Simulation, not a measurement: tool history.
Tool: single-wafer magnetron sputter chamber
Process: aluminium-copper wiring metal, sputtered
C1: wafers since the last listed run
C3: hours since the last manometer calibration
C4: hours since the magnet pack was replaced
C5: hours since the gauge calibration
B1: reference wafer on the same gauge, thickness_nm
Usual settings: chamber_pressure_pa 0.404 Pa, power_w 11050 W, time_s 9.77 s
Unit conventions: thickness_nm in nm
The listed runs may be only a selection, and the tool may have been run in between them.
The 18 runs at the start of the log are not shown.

Run 19, day 57.742: usual settings but chamber_pressure_pa 0.449 Pa, power_w 9300 W, time_s 9.02 s; C1 1675; wafers on the sputter target 11783; C3 125.2; C4 602.5; C5 1045.0; B1 208.934. Result: thickness_nm 132.888 nm.
At day 60.979: sputter target and shields replaced.
Run 20, day 61.271: usual settings but power_w 12400 W, time_s 8.54 s; C1 2219; wafers on the sputter target 201; C3 209.9; C4 687.2; C5 1129.7; B1 208.672. Result: thickness_nm 175.067 nm.
Run 21, day 64.650: usual settings; C1 2346; wafers on the sputter target 2548; C3 291.0; C4 768.3; C5 1210.8; B1 209.107. Result: thickness_nm 178.172 nm.
Run 22, day 66.671: usual settings but chamber_pressure_pa 0.248 Pa, power_w 12650 W, time_s 9.24 s; C1 1403; wafers on the sputter target 3951; C3 339.5; C4 816.8; C5 1259.3; B1 208.910. Result: thickness_nm 202.330 nm.
Run 23, day 69.642: usual settings; C1 2062; wafers on the sputter target 6014; C3 410.8; C4 888.1; C5 1330.6; B1 208.889. Result: thickness_nm 176.173 nm.
Run 24, day 71.362: usual settings but chamber_pressure_pa 0.451 Pa, power_w 9350 W, time_s 8.64 s; C1 1194; wafers on the sputter target 7208; C3 452.1; C4 929.4; C5 1371.9; B1 209.090. Result: thickness_nm 130.018 nm.
Run 25, day 73.242: usual settings but chamber_pressure_pa 0.348 Pa, power_w 8950 W, time_s 10.69 s; C1 1304; wafers on the sputter target 8513; C3 497.2; C4 974.5; C5 1417.0; B1 208.945. Result: thickness_nm 157.643 nm.
Run 26, day 77.446: usual settings but time_s 8.35 s; C1 2919; wafers on the sputter target 11432; C3 598.1; C4 1075.4; C5 1517.9; B1 208.902. Result: thickness_nm 149.391 nm.
Run 27, day 79.488: usual settings; C1 1417; wafers on the sputter target 12850; C3 647.1; C4 1124.4; C5 1566.9; B1 209.062. Result: thickness_nm 174.083 nm.
Run 28, day 83.225: usual settings but chamber_pressure_pa 0.537 Pa, power_w 12450 W, time_s 9.05 s; C1 2595; wafers on the sputter target 15445; C3 736.8; C4 1214.1; C5 1656.6; B1 208.794. Result: thickness_nm 173.689 nm.
At day 85.075: gauge calibrated.
Run 29, day 86.525: usual settings but power_w 13750 W; C1 2291; wafers on the sputter target 17736; C3 816.0; C4 1293.3; C5 34.8; B1 209.122. Result: thickness_nm 214.410 nm.
At day 88.300: sputter target and shields replaced.
Run 30, day 90.621: usual settings but power_w 11800 W; C1 2612; wafers on the sputter target 1612; C3 914.3; C4 1391.6; C5 133.1; B1 208.914. Result: thickness_nm 192.145 nm.
Run 31, day 94.833: usual settings but chamber_pressure_pa 0.538 Pa; C1 2924; wafers on the sputter target 4537; C3 1015.4; C4 1492.7; C5 234.2; B1 208.984. Result: thickness_nm 172.236 nm.
Run 32, day 99.008: usual settings but chamber_pressure_pa 0.284 Pa, time_s 11.07 s; C1 2898; wafers on the sputter target 7436; C3 1115.6; C4 1592.9; C5 334.4; B1 208.888. Result: thickness_nm 209.212 nm.

Expected results for the next run?
Run 33, day 111.262: usual settings but chamber_pressure_pa 0.261 Pa, power_w 9450 W; C1 8508; wafers on the sputter target 15944; C3 1409.7; C4 1887.0; C5 628.5; B1 ?. Result: thickness_nm ?.

B1: 209.035
thickness_nm: 157.019 nm
Minus the tool's unlogged condition, the same run would have read thickness_nm 160.392 nm.

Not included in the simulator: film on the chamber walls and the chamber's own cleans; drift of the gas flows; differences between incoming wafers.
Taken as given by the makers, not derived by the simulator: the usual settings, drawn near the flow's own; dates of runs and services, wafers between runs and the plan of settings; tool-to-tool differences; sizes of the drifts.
